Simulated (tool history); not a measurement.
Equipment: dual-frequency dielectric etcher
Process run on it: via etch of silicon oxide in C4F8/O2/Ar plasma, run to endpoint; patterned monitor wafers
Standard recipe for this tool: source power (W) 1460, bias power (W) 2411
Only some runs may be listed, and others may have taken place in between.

| run | hour | source power (W) | bias power (W) | wafers since the last listed run | hours since the last wet clean | hours since the last source power generator calibration | hours since the last bias power generator calibration | hours since the last upper electrode change | incoming incoming film thickness, nm | endpoint time (s) |
|---|---|---|---|---|---|---|---|---|---|---|
| 1 | 0 | 1460 | 2411 | 0 | 376 | 3983.1 | 3568.9 | 4138.3 | 1553.2 | 341.2 |
| 2 | 32.8 | 1460 | 2411 | 151 | 408.8 | 4015.9 | 3601.7 | 4171.1 | 1550.6 | 339.2 |
| 3 | 66.9 | 1460 | 2411 | 157 | 442.9 | 4050 | 3635.8 | 4205.2 | 1549.6 | 338.6 |
| 4 | 100.3 | 1460 | 2411 | 154 | 476.3 | 4083.4 | 3669.2 | 4238.6 | 1549.2 | 337.5 |
| 5 | 114.4 | 1220 | 1946 | 65 | 490.4 | 4097.5 | 3683.3 | 4252.7 | 1535.8 | 387 |
| 6 | 133.1 | 1220 | 1946 | 86 | 509.1 | 4116.2 | 3702 | 4271.4 | 1563.5 | 399.8 |
|  | 222.1 | upper electrode replaced |
|  | 256.9 | wet clean of the chamber |
| 7 | 257.4 | 1460 | 2411 | 352 | 0.5 | 4240.5 | 3826.3 | 35.3 | 1532 | 341.4 |
| 8 | 260.3 | 1460 | 2411 | 13 | 3.4 | 4243.4 | 3829.2 | 38.2 | 1543.4 | 347.5 |
|  | 279.9 | bias power generator calibrated |
| 9 | 280.8 | 1460 | 2411 | 76 | 23.9 | 4263.9 | 0.9 | 58.7 | 1536.6 | 340.4 |
| 10 | 296.2 | 1460 | 2411 | 71 | 39.3 | 4279.3 | 16.3 | 74.1 | 1555.2 | 347.1 |
| 11 | 320.9 | 1460 | 2411 | 113 | 64 | 4304 | 41 | 98.8 | 1548.5 | 344.1 |
| 12 | 355.8 | 1650 | 2411 | 161 | 98.9 | 4338.9 | 75.9 | 133.7 | 1548.4 | 323.6 |
| 13 | 383 | 1110 | 2562 | 125 | 126.1 | 4366.1 | 103.1 | 160.9 | 1559.8 | 386.5 |
|  | 389 | source power generator calibrated |
| 14 | 399 | 1810 | 2157 | 55 | 142.1 | 10 | 119.1 | 176.9 | 1549.8 | 324 |
| 15 | 419.3 | 1110 | 2233 | 93 | 162.4 | 30.3 | 139.4 | 197.2 | 1557.1 | 402.2 |
| 16 | 445.4 | 1280 | 2411 | 120 | 188.5 | 56.4 | 165.5 | 223.3 | 1544.6 | 360.5 |
| 17 | 470.3 | 1220 | 1946 | 114 | 213.4 | 81.3 | 190.4 | 248.2 | 1556.7 | 402.9 |
| 18 | 482.5 | 1460 | 2411 | 56 | 225.6 | 93.5 | 202.6 | 260.4 | 1549 | 339 |
| 19 | 573.7 | 1640 | 2845 | 420 | 316.8 | 184.7 | 293.8 | 351.6 | 1540.2 | 299.8 |
| 20 | 592.5 | 1460 | 2411 | 86 | 335.6 | 203.5 | 312.6 | 370.4 | 1548.4 | 337.2 |
| 21 | 606.7 | 1460 | 2918 | 65 | 349.8 | 217.7 | 326.8 | 384.6 | 1530.4 | 312.7 |
| 22 | 630.5 | 1130 | 2221 | 109 | 373.6 | 241.5 | 350.6 | 408.4 | 1540.4 | 389.4 |

What differs in the tool's unlogged condition from the final listed run ahead of each entry between runs to the first listed run following it?
Runs 6 to 7: upper electrode replaced (hour 222.1); wet clean of the chamber (hour 256.9)
  etch rate over this chamber's usual, %: 2.57 -> -0.229
  measured result minus the result with no hidden state, endpoint time (s): -10.2 -> +0.8
Runs 8 to 9: bias power generator calibrated (hour 279.9)
  etch rate over this chamber's usual, %: -0.21 -> -0.0764
  measured result minus the result with no hidden state, endpoint time (s): +0.7 -> +0.2
Runs 13 to 14: source power generator calibrated (hour 389)
  etch rate over this chamber's usual, %: 0.591 -> 0.695
  measured result minus the result with no hidden state, endpoint time (s): -2.2 -> -2.3
